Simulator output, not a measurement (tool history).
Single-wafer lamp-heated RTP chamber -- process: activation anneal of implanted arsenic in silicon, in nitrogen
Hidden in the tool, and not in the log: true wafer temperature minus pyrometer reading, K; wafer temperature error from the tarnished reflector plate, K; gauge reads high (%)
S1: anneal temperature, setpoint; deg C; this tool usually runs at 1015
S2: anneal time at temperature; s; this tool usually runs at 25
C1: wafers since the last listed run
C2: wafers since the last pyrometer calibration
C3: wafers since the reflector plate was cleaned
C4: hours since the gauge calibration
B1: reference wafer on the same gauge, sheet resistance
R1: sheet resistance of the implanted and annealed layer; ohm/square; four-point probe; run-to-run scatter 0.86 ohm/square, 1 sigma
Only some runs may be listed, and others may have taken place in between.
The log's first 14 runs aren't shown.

run,hour,S1,S2,C1,C2,C3,C4,B1,R1
15,198.6,1015,25,153,5605,10776,643.4,472.94,549.92
16,206.7,1015,25,105,5711,10882,651.5,473.03,550.43
17,221.0,1028,36,186,5897,11068,665.8,472.97,536.44
18,230.7,995,13,126,6024,11194,675.5,472.98,562.76
# hour 236.1: gauge calibrated
19,243.6,1039,25,168,6192,11362,7.5,473.15,537.85
20,251.0,1015,19,96,6288,11459,14.9,473.01,552.81
21,261.4,986,25,135,6424,11594,25.3,473.17,559.19
22,268.3,1015,25,89,6514,11684,32.2,472.97,547.28
# hour 278.6: pyrometer window cleaned and pyrometer calibrated
23,279.6,1044,39,42,13,11727,43.5,472.87,530.19
# hour 303.6: reflector plate cleaned
24,304.1,1034,25,214,228,7,68.0,472.94,545.05

Run 25 has not been measured yet. What should we expect?
25,311.7,1015,25,99,327,106,75.6,?,?

{"run 25": {"B1": 473.07, "R1": 550.6}}
Minus the tool's unlogged condition, the same run would have read R1 550.88 ohm/square.

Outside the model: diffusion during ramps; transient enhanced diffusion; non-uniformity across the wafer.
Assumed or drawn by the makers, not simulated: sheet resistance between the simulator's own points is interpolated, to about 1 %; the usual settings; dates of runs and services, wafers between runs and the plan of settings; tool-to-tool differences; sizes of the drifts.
